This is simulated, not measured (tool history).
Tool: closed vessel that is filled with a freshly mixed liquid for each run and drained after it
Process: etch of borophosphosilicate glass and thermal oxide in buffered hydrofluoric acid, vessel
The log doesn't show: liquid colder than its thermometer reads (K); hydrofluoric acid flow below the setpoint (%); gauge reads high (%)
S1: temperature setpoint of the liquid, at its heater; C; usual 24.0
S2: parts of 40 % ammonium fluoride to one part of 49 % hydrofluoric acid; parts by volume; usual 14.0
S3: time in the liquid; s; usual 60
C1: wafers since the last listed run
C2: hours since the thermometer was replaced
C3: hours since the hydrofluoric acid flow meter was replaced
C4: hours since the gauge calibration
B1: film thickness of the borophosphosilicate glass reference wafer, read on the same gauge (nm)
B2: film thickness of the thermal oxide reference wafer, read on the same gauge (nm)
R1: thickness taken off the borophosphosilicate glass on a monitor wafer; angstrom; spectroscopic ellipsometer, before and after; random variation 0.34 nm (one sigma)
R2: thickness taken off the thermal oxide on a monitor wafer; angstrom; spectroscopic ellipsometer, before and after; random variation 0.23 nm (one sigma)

| run | hour | S1 | S2 | S3 | C1 | C2 | C3 | C4 | B1 | B2 | R1 | R2 |
|---|---|---|---|---|---|---|---|---|---|---|---|---|
| 1 | 0.0 | 19.0 | 14.0 | 90 | 0 | 216.4 | 264.9 | 1149.9 | 140.00 | 139.98 | 1215.5 | 514.3 |
| 2 | 24.8 | 24.0 | 14.0 | 95 | 2533 | 241.2 | 289.7 | 1174.7 | 140.04 | 140.03 | 1692.4 | 713.5 |
| 3 | 41.9 | 24.0 | 14.0 | 60 | 1746 | 258.3 | 306.8 | 1191.8 | 140.00 | 140.02 | 1062.8 | 452.1 |
| 4 | 54.0 | 28.0 | 14.0 | 35 | 1235 | 270.4 | 318.9 | 1203.9 | 139.99 | 139.96 | 774.9 | 326.8 |
|  | 62.2 | gauge calibrated |
| 5 | 86.9 | 24.0 | 9.5 | 85 | 3360 | 303.3 | 351.8 | 24.7 | 140.01 | 140.01 | 2189.2 | 920.7 |
| 6 | 99.9 | 21.0 | 9.0 | 40 | 1327 | 316.3 | 364.8 | 37.7 | 140.01 | 139.98 | 903.8 | 379.0 |
| 7 | 132.7 | 19.5 | 14.0 | 60 | 3350 | 349.1 | 397.6 | 70.5 | 140.01 | 140.00 | 836.9 | 352.0 |
| 8 | 158.3 | 26.0 | 18.0 | 35 | 2614 | 374.7 | 423.2 | 96.1 | 139.98 | 140.00 | 538.4 | 225.6 |
| 9 | 173.8 | 22.0 | 10.0 | 30 | 1583 | 390.2 | 438.7 | 111.6 | 140.02 | 139.97 | 664.7 | 279.4 |
| 10 | 190.3 | 24.0 | 14.0 | 60 | 1685 | 406.7 | 455.2 | 128.1 | 140.03 | 140.01 | 1062.3 | 450.7 |
| 11 | 205.5 | 24.0 | 14.0 | 60 | 1552 | 421.9 | 470.4 | 143.3 | 140.03 | 140.01 | 1063.0 | 446.3 |
| 12 | 217.8 | 24.0 | 18.0 | 35 | 1256 | 434.2 | 482.7 | 155.6 | 140.00 | 139.99 | 483.6 | 205.1 |
| 13 | 233.6 | 22.5 | 12.5 | 90 | 1613 | 450.0 | 498.5 | 171.4 | 140.00 | 140.01 | 1643.8 | 691.9 |
| 14 | 257.9 | 24.0 | 14.0 | 60 | 2481 | 474.3 | 522.8 | 195.7 | 140.00 | 140.02 | 1063.5 | 445.9 |
| 15 | 280.8 | 28.5 | 14.0 | 40 | 2338 | 497.2 | 545.7 | 218.6 | 140.01 | 140.04 | 899.0 | 381.8 |

Run 16 comes next. What will it give?
| 16 | 310.0 | 28.5 | 19.0 | 90 | 2982 | 526.4 | 574.9 | 247.8 | ? | ? | ? | ? |

Run 16 gave B1 140.03, B2 139.95, R1 1485.5 angstrom, R2 631.9 angstrom.
Without the tool's hidden state the same run would have given R1 1516.9 angstrom, R2 645.3 angstrom.
